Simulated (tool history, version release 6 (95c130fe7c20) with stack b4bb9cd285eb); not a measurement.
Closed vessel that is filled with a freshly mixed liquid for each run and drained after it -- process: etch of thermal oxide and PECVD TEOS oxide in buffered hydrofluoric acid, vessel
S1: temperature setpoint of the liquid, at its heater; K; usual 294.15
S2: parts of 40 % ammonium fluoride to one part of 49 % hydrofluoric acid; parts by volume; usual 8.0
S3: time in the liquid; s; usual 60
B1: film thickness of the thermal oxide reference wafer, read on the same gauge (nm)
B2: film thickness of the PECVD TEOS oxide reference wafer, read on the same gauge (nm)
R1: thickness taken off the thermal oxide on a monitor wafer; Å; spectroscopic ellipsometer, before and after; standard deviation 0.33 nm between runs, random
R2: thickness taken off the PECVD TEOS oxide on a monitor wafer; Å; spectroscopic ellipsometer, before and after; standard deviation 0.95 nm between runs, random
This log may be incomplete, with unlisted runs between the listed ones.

run 1 hour=0.0 | S1=294.15 S2=8.0 S3=60 | B1=69.22 B2=128.60 | R1=774.3 R2=1001.0
run 2 hour=298.3 | S1=294.15 S2=8.0 S3=60 | B1=68.95 B2=128.08 | R1=771.1 R2=1008.4
run 3 hour=335.0 | S1=294.15 S2=8.0 S3=60 | B1=68.91 B2=128.04 | R1=775.8 R2=996.7
run 4 hour=415.3 | S1=294.15 S2=8.0 S3=60 | B1=68.93 B2=127.96 | R1=765.6 R2=1009.8
run 5 hour=471.2 | S1=296.65 S2=8.0 S3=75 | B1=68.89 B2=127.91 | R1=1107.6 R2=1425.7
run 6 hour=514.8 | S1=296.65 S2=8.0 S3=75 | B1=68.86 B2=127.83 | R1=1103.9 R2=1429.6
run 7 hour=557.8 | S1=294.15 S2=10.5 S3=85 | B1=68.81 B2=127.85 | R1=861.4 R2=1117.7
run 8 hour=641.8 | S1=294.15 S2=8.0 S3=60 | B1=68.84 B2=127.83 | R1=766.7 R2=1001.3
run 9 hour=701.1 | S1=294.15 S2=8.0 S3=40 | B1=68.82 B2=127.74 | R1=509.6 R2=674.6
run 10 hour=795.3 | S1=296.15 S2=7.0 S3=60 | B1=68.81 B2=127.68 | R1=993.2 R2=1286.9
run 11 hour=846.6 | S1=294.15 S2=10.5 S3=60 | B1=68.70 B2=127.67 | R1=601.7 R2=774.4
run 12 hour=913.4 | S1=291.65 S2=6.0 S3=80 | B1=68.75 B2=127.65 | R1=1167.9 R2=1558.7
run 13 hour=980.4 | S1=294.15 S2=8.0 S3=60 | B1=68.69 B2=127.64 | R1=763.0 R2=974.0
run 14 hour=1016.5 | S1=294.15 S2=8.0 S3=60 | B1=68.72 B2=127.68 | R1=764.7 R2=994.1
run 15 hour=1074.2 | S1=294.15 S2=7.0 S3=60 | B1=68.68 B2=127.61 | R1=885.9 R2=1152.2
run 16 hour=1123.7 | S1=290.15 S2=10.5 S3=60 | B1=68.67 B2=127.61 | R1=480.8 R2=632.5
-- hour=1148.2 thermometer replaced
run 17 hour=1170.4 | S1=298.65 S2=11.0 S3=90 | B1=68.71 B2=127.62 | R1=1104.6 R2=1434.6
-- hour=1222.2 gauge calibrated
run 18 hour=1276.1 | S1=295.65 S2=6.5 S3=70 | B1=69.87 B2=129.82 | R1=1216.7 R2=1581.7
run 19 hour=1366.4 | S1=294.15 S2=8.0 S3=60 | B1=69.75 B2=129.43 | R1=776.0 R2=1002.7
run 20 hour=1450.3 | S1=297.15 S2=10.5 S3=60 | B1=69.52 B2=129.11 | R1=723.9 R2=926.9
run 21 hour=1496.6 | S1=294.15 S2=8.0 S3=85 | B1=69.47 B2=128.93 | R1=1093.9 R2=1425.4
-- hour=1543.9 hydrofluoric acid flow meter replaced
run 22 hour=1565.8 | S1=294.15 S2=8.0 S3=60 | B1=69.37 B2=128.80 | R1=776.6 R2=1005.3
run 23 hour=1665.2 | S1=292.15 S2=6.5 S3=30 | B1=69.19 B2=128.52 | R1=426.6 R2=544.3
run 24 hour=1708.9 | S1=298.65 S2=8.0 S3=50 | B1=69.18 B2=128.42 | R1=820.1 R2=1089.3
run 25 hour=1811.2 | S1=291.65 S2=6.5 S3=30 | B1=69.09 B2=128.27 | R1=413.8 R2=538.6

For each run, the measured value with the value that run would have given without the tool's hidden condition subtracted. The run-to-run variation is shared by both, the gauge scatter possibly not:
Hidden conditions of the tool in this case: liquid hotter than its thermometer reads (K); hydrofluoric acid flow below the setpoint (%); gauge reads high (%).
run=1 R1=-8.6 R2=-11.1
run=2 R1=-11.5 R2=-15.1
run=3 R1=-11.9 R2=-15.3
run=4 R1=-12.3 R2=-16.1
run=5 R1=-18.1 R2=-23.4
run=6 R1=-18.4 R2=-23.8
run=7 R1=-14.6 R2=-18.9
run=8 R1=-13.3 R2=-17.4
run=9 R1=-9.0 R2=-11.9
run=10 R1=-17.9 R2=-23.2
run=11 R1=-10.9 R2=-14.0
run=12 R1=-21.5 R2=-28.7
run=13 R1=-14.2 R2=-18.1
run=14 R1=-14.3 R2=-18.6
run=15 R1=-16.7 R2=-21.6
run=16 R1=-9.0 R2=-11.9
run=17 R1=-20.9 R2=-27.2
run=18 R1=-1.9 R2=-2.5
run=19 R1=-3.6 R2=-4.6
run=20 R1=-5.0 R2=-6.3
run=21 R1=-8.7 R2=-11.4
run=22 R1=-7.3 R2=-9.5
run=23 R1=-4.8 R2=-6.2
run=24 R1=-9.9 R2=-13.1
run=25 R1=-5.5 R2=-7.2
